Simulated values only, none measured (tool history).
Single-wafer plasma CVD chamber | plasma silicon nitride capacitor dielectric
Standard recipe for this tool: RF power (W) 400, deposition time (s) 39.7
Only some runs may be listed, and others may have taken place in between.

| run | hour | RF power (W) | deposition time (s) | wafers since the last listed run | hours since the last RF generator calibration | hours since the showerhead was replaced | hours since the gauge calibration | read-back reference wafer on the same gauge, thickness_nm | mean film thickness on the monitor wafer (Å) |
|---|---|---|---|---|---|---|---|---|---|
| 1 | 0.0 | 435 | 39.7 | 0 | 710.7 | 3811.0 | 139.7 | 56.901 | 550.85 |
| 2 | 27.9 | 435 | 39.7 | 696 | 738.6 | 3838.9 | 167.6 | 56.895 | 550.09 |
| 3 | 61.4 | 435 | 39.7 | 836 | 772.1 | 3872.4 | 201.1 | 56.892 | 550.47 |
| 4 | 97.3 | 400 | 37.1 | 896 | 808.0 | 3908.3 | 237.0 | 56.892 | 506.80 |
| 5 | 124.4 | 400 | 39.7 | 676 | 835.1 | 3935.4 | 264.1 | 56.902 | 543.50 |
| 6 | 152.3 | 400 | 39.7 | 696 | 863.0 | 3963.3 | 292.0 | 56.925 | 541.24 |
| 7 | 164.8 | 400 | 39.7 | 312 | 875.5 | 3975.8 | 304.5 | 56.898 | 541.35 |
| 8 | 197.4 | 400 | 39.7 | 813 | 908.1 | 4008.4 | 337.1 | 56.892 | 540.79 |
|  | 217.1 | gauge calibrated |
| 9 | 218.0 | 400 | 39.7 | 514 | 928.7 | 4029.0 | 0.9 | 56.889 | 541.71 |
| 10 | 247.4 | 400 | 39.7 | 733 | 958.1 | 4058.4 | 30.3 | 56.893 | 542.05 |
| 11 | 267.0 | 400 | 39.7 | 489 | 977.7 | 4078.0 | 49.9 | 56.907 | 540.77 |
| 12 | 287.9 | 325 | 39.7 | 521 | 998.6 | 4098.9 | 70.8 | 56.892 | 521.02 |
|  | 305.3 | showerhead replaced |
| 13 | 310.5 | 340 | 36.9 | 364 | 1021.2 | 5.2 | 93.4 | 56.920 | 487.50 |
| 14 | 334.8 | 320 | 39.7 | 606 | 1045.5 | 29.5 | 117.7 | 56.917 | 518.98 |
| 15 | 364.2 | 400 | 39.7 | 733 | 1074.9 | 58.9 | 147.1 | 56.911 | 539.78 |
| 16 | 389.1 | 455 | 45.6 | 621 | 1099.8 | 83.8 | 172.0 | 56.914 | 636.02 |
| 17 | 423.9 | 440 | 33.4 | 868 | 1134.6 | 118.6 | 206.8 | 56.889 | 463.65 |
|  | 444.4 | RF generator calibrated |
| 18 | 444.9 | 465 | 32.2 | 324 | 0.5 | 139.6 | 227.8 | 56.884 | 457.69 |
| 19 | 476.6 | 460 | 34.8 | 791 | 32.2 | 171.3 | 259.5 | 56.933 | 492.79 |
| 20 | 498.7 | 400 | 39.7 | 551 | 54.3 | 193.4 | 281.6 | 56.907 | 546.91 |
| 21 | 512.8 | 380 | 37.2 | 351 | 68.4 | 207.5 | 295.7 | 56.885 | 507.14 |
| 22 | 525.6 | 400 | 39.7 | 319 | 81.2 | 220.3 | 308.5 | 56.897 | 547.14 |
| 23 | 556.8 | 335 | 46.6 | 778 | 112.4 | 251.5 | 339.7 | 56.901 | 620.61 |

Some steps in mean film thickness on the monitor wafer (Å), run to run, broken into two amounts with sign: the step expected even without the hidden condition (settings, incoming material, random variation), and the rest, left for the hidden condition together with whatever gauge scatter is not in both the measured and the hidden-condition-free result:
Hidden state present: delivered RF power above the setpoint (%); gauge reads high (%).
Run 15 -> 16: RF power (W) 400 -> 455, deposition time (s) 39.7 -> 45.6. mean film thickness on the monitor wafer (Å) +96.24: hidden state -1.54, all else +97.78.
Run 16 -> 17: RF power (W) 455 -> 440, deposition time (s) 45.6 -> 33.4. mean film thickness on the monitor wafer (Å) -172.37: hidden state +2.26, all else -174.63.
Run 17 -> 18: RF power (W) 440 -> 465, deposition time (s) 33.4 -> 32.2, RF generator calibrated. mean film thickness on the monitor wafer (Å) -5.96: hidden state +6.78, all else -12.74.

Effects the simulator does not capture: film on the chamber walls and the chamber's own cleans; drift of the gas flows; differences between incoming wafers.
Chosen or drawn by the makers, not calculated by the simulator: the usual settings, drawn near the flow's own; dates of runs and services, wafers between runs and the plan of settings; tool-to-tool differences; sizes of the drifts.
